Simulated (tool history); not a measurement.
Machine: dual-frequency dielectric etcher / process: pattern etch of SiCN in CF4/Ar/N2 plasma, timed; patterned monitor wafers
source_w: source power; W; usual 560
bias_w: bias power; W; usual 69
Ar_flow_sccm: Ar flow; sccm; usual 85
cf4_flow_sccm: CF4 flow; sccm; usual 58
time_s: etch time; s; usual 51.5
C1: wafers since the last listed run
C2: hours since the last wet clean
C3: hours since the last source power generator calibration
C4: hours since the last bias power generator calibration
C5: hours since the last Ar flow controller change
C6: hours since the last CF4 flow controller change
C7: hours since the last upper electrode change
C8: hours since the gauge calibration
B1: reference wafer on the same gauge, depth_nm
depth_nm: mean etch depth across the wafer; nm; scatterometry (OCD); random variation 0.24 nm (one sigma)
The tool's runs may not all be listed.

Run 1, hour 0.0: usual settings but source_w 670 W, cf4_flow_sccm 66 sccm; C1 0; C2 417.6; C3 2096.4; C4 3841.0; C5 5013.6; C6 4956.0; C7 4903.6; C8 427.7; B1 48.3. Result: depth_nm 62.2 nm.
At hour 33.9: wet clean of the chamber.
Run 2, hour 34.4: usual settings but source_w 670 W, cf4_flow_sccm 66 sccm; C1 139; C2 0.5; C3 2130.8; C4 3875.4; C5 5048.0; C6 4990.4; C7 4938.0; C8 462.1; B1 48.4. Result: depth_nm 60.2 nm.
At hour 41.8: gauge calibrated.
Run 3, hour 105.5: usual settings but source_w 620 W; C1 954; C2 71.6; C3 2201.9; C4 3946.5; C5 5119.1; C6 5061.5; C7 5009.1; C8 63.7; B1 48.4. Result: depth_nm 55.2 nm.
At hour 122.5: source power generator calibrated.
Run 4, hour 127.1: usual settings but source_w 620 W; C1 236; C2 93.2; C3 4.6; C4 3968.1; C5 5140.7; C6 5083.1; C7 5030.7; C8 85.3; B1 48.4. Result: depth_nm 55.1 nm.
Run 5, hour 142.2: usual settings but cf4_flow_sccm 61 sccm; C1 202; C2 108.3; C3 19.7; C4 3983.2; C5 5155.8; C6 5098.2; C7 5045.8; C8 100.4; B1 48.4. Result: depth_nm 50.2 nm.
Run 6, hour 166.9: usual settings but bias_w 52 W, cf4_flow_sccm 71 sccm; C1 331; C2 133.0; C3 44.4; C4 4007.9; C5 5180.5; C6 5122.9; C7 5070.5; C8 125.1; B1 48.5. Result: depth_nm 47.5 nm.
Run 7, hour 184.1: usual settings but Ar_flow_sccm 78 sccm; C1 230; C2 150.2; C3 61.6; C4 4025.1; C5 5197.7; C6 5140.1; C7 5087.7; C8 142.3; B1 48.5. Result: depth_nm 50.3 nm.
Run 8, hour 214.4: usual settings but source_w 680 W, Ar_flow_sccm 76 sccm, cf4_flow_sccm 48 sccm, time_s 38.5 s; C1 406; C2 180.5; C3 91.9; C4 4055.4; C5 5228.0; C6 5170.4; C7 5118.0; C8 172.6; B1 48.4. Result: depth_nm 45.3 nm.
At hour 240.0: upper electrode replaced.
At hour 252.8: bias power generator calibrated.
Run 9, hour 253.3: usual settings but source_w 620 W; C1 146; C2 219.4; C3 130.8; C4 0.5; C5 5266.9; C6 5209.3; C7 13.3; C8 211.5; B1 48.3. Result: depth_nm 55.4 nm.
At hour 275.3: CF4 flow controller replaced.
Run 10, hour 277.4: usual settings but source_w 510 W, bias_w 77 W, cf4_flow_sccm 47 sccm, time_s 61.0 s; C1 242; C2 243.5; C3 154.9; C4 24.6; C5 5291.0; C6 2.1; C7 37.4; C8 235.6; B1 48.3. Result: depth_nm 53.9 nm.
Run 11, hour 311.7: usual settings but source_w 670 W, Ar_flow_sccm 76 sccm; C1 460; C2 277.8; C3 189.2; C4 58.9; C5 5325.3; C6 36.4; C7 71.7; C8 269.9; B1 48.5. Result: depth_nm 61.6 nm.
Run 12, hour 344.5: usual settings; C1 440; C2 310.6; C3 222.0; C4 91.7; C5 5358.1; C6 69.2; C7 104.5; C8 302.7; B1 48.4. Result: depth_nm 50.5 nm.
At hour 364.7: Ar flow controller replaced.
Run 13, hour 374.7: usual settings; C1 324; C2 340.8; C3 252.2; C4 121.9; C5 10.0; C6 99.4; C7 134.7; C8 332.9; B1 48.4. Result: depth_nm 50.7 nm.
Run 14, hour 402.7: usual settings but bias_w 77 W, Ar_flow_sccm 79 sccm; C1 375; C2 368.8; C3 280.2; C4 149.9; C5 38.0; C6 127.4; C7 162.7; C8 360.9; B1 48.3. Result: depth_nm 52.7 nm.
Run 15, hour 424.9: usual settings but source_w 460 W, bias_w 54 W, cf4_flow_sccm 72 sccm, time_s 66.5 s; C1 297; C2 391.0; C3 302.4; C4 172.1; C5 60.2; C6 149.6; C7 184.9; C8 383.1; B1 48.5. Result: depth_nm 50.8 nm.
Run 16, hour 437.4: usual settings but bias_w 59 W; C1 167; C2 403.5; C3 314.9; C4 184.6; C5 72.7; C6 162.1; C7 197.4; C8 395.6; B1 48.4. Result: depth_nm 48.7 nm.
Run 17, hour 467.6: usual settings but time_s 61.5 s; C1 405; C2 433.7; C3 345.1; C4 214.8; C5 102.9; C6 192.3; C7 227.6; C8 425.8; B1 48.4. Result: depth_nm 60.7 nm.
Run 18, hour 482.2: usual settings but bias_w 53 W, Ar_flow_sccm 66 sccm; C1 195; C2 448.3; C3 359.7; C4 229.4; C5 117.5; C6 206.9; C7 242.2; C8 440.4; B1 48.5. Result: depth_nm 49.8 nm.
Run 19, hour 507.5: usual settings but cf4_flow_sccm 65 sccm; C1 339; C2 473.6; C3 385.0; C4 254.7; C5 142.8; C6 232.2; C7 267.5; C8 465.7; B1 48.5. Result: depth_nm 52.1 nm.
At hour 527.5: gauge calibrated.
Run 20, hour 539.5: usual settings but cf4_flow_sccm 47 sccm; C1 429; C2 505.6; C3 417.0; C4 286.7; C5 174.8; C6 264.2; C7 299.5; C8 12.0; B1 48.4. Result: depth_nm 49.6 nm.

Below are 5 alternative next runs, each starting from the tool's condition after run 20. Predict each:
Run A, hour 539.9: usual settings but cf4_flow_sccm 53 sccm; C1 5; C2 506.0; C3 417.4; C4 287.1; C5 175.2; C6 264.6; C7 299.9; C8 12.4; B1 ?. Result: depth_nm ?.
Run B, hour 539.9: usual settings but time_s 39.0 s; C1 5; C2 506.0; C3 417.4; C4 287.1; C5 175.2; C6 264.6; C7 299.9; C8 12.4; B1 ?. Result: depth_nm ?.
Run C, hour 539.9: usual settings but source_w 490 W; C1 5; C2 506.0; C3 417.4; C4 287.1; C5 175.2; C6 264.6; C7 299.9; C8 12.4; B1 ?. Result: depth_nm ?.
Run D, hour 539.9: usual settings but source_w 500 W, Ar_flow_sccm 91 sccm; C1 5; C2 506.0; C3 417.4; C4 287.1; C5 175.2; C6 264.6; C7 299.9; C8 12.4; B1 ?. Result: depth_nm ?.
Run E, hour 539.9: usual settings but source_w 510 W, cf4_flow_sccm 64 sccm, time_s 41.0 s; C1 5; C2 506.0; C3 417.4; C4 287.1; C5 175.2; C6 264.6; C7 299.9; C8 12.4; B1 ?. Result: depth_nm ?.

run    B1  depth_nm
  A  48.4      50.4
  B  48.4      38.7
  C  48.4      44.3
  D  48.4      44.7
  E  48.4      37.3
Stripped of hidden state, with their random variation kept, the same runs would have yielded:
run  depth_nm
  A      48.5
  B      37.2
  C      42.6
  D      43.0
  E      35.9
